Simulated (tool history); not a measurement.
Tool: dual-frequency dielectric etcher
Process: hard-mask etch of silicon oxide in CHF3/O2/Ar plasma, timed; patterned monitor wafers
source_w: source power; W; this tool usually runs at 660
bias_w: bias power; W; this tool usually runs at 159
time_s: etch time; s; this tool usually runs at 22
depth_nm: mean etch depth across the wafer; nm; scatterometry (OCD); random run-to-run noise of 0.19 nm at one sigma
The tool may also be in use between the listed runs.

run	hour	source_w	bias_w	time_s	wafers since the last listed run	hours since the last wet clean	hours since the last source power generator calibration	hours since the last bias power generator calibration	hours since the last upper electrode change	hours since the gauge calibration	read-back reference wafer on the same gauge, depth_nm	depth_nm
1	0	660	159	22	0	0.5	199.7	3371.9	3181	3288	41.68	38.51
2	82.8	660	159	22	1354	83.3	282.5	3454.7	3263.8	3370.8	41.69	38.9
3	131.8	660	170	22	801	132.3	331.5	3503.7	3312.8	3419.8	41.71	39.38
# hour 192.7: upper electrode replaced
4	193.2	660	170	22	611	193.7	392.9	3565.1	0.5	3481.2	41.74	39.15
5	237.1	660	170	22	718	237.6	436.8	3609	44.4	3525.1	41.7	38.99
6	335	660	159	22	1601	335.5	534.7	3706.9	142.3	3623	41.71	38.02
7	390.5	610	121	18.5	907	391	590.2	3762.4	197.8	3678.5	41.69	29.32
8	463	660	159	18.5	1185	463.5	662.7	3834.9	270.3	3751	41.71	31.7
9	546.5	620	120	22	1365	547	746.2	3918.4	353.8	3834.5	41.67	34.84
# hour 646.9: wet clean of the chamber
# hour 797.6: bias power generator calibrated
10	798.1	740	141	17.5	3657	151.2	997.8	0.5	605.4	4086.1	41.68	30.72
11	883.8	660	159	22	1401	236.9	1083.5	86.2	691.1	4171.8	41.68	37.52
12	942.5	660	172	22	960	295.6	1142.2	144.9	749.8	4230.5	41.64	38.06
13	1020.4	600	159	22	1274	373.5	1220.1	222.8	827.7	4308.4	41.73	36.55
14	1098.2	660	159	28	1272	451.3	1297.9	300.6	905.5	4386.2	41.72	46.58
15	1142	790	159	17.5	716	495.1	1341.7	344.4	949.3	4430	41.74	31.24
16	1183.2	610	196	20.5	673	536.3	1382.9	385.6	990.5	4471.2	41.69	34.87
17	1227.4	710	146	22	722	580.5	1427.1	429.8	1034.7	4515.4	41.67	36.55
# hour 1273.2: gauge calibrated
18	1300.3	760	174	22	1192	653.4	1500	502.7	1107.6	27.1	41.72	39.19
19	1357	660	159	24	927	710.1	1556.7	559.4	1164.3	83.8	41.64	39.85
20	1409.7	660	123	17.5	861	762.8	1609.4	612.1	1217	136.5	41.72	27.42
# hour 1451.7: wet clean of the chamber
21	1452.2	660	179	22	302	0.5	1651.9	654.6	1259.5	179	41.66	39.75
22	1489.7	660	159	22	613	38	1689.4	692.1	1297	216.5	41.69	38.65
# hour 1515.4: source power generator calibrated
23	1540.1	580	122	28	758	88.4	24.7	742.5	1347.4	266.9	41.69	44.36
24	1601.3	530	198	18.5	1001	149.6	85.9	803.7	1408.6	328.1	41.7	31.88
25	1672.1	790	130	16.5	1158	220.4	156.7	874.5	1479.4	398.9	41.69	29.03
26	1712.5	760	184	23.5	660	260.8	197.1	914.9	1519.8	439.3	41.73	43.72
27	1757.5	660	174	26.5	736	305.8	242.1	959.9	1564.8	484.3	41.74	46.91
28	1849.3	660	159	22	1501	397.6	333.9	1051.7	1656.6	576.1	41.71	37.8
29	1917.5	730	187	27.5	1115	465.8	402.1	1119.9	1724.8	644.3	41.69	50.66
30	2013.6	530	159	25.5	1571	561.9	498.2	1216	1820.9	740.4	41.7	40.63

Each row is a separate what-if for the run after 30, all from the same tool condition, not one after another. Results?
A	2014	660	139	22	6	562.3	498.6	1216.4	1821.3	740.8	?	?
B	2014	660	146	22	6	562.3	498.6	1216.4	1821.3	740.8	?	?
C	2014	610	159	22	6	562.3	498.6	1216.4	1821.3	740.8	?	?

run	read-back reference wafer on the same gauge, depth_nm	depth_nm
A	41.71	36.35
B	41.71	36.71
C	41.71	36.47
With no hidden state in the tool, these same runs would have given:
run	depth_nm
A	37.9
B	38.28
C	38.02

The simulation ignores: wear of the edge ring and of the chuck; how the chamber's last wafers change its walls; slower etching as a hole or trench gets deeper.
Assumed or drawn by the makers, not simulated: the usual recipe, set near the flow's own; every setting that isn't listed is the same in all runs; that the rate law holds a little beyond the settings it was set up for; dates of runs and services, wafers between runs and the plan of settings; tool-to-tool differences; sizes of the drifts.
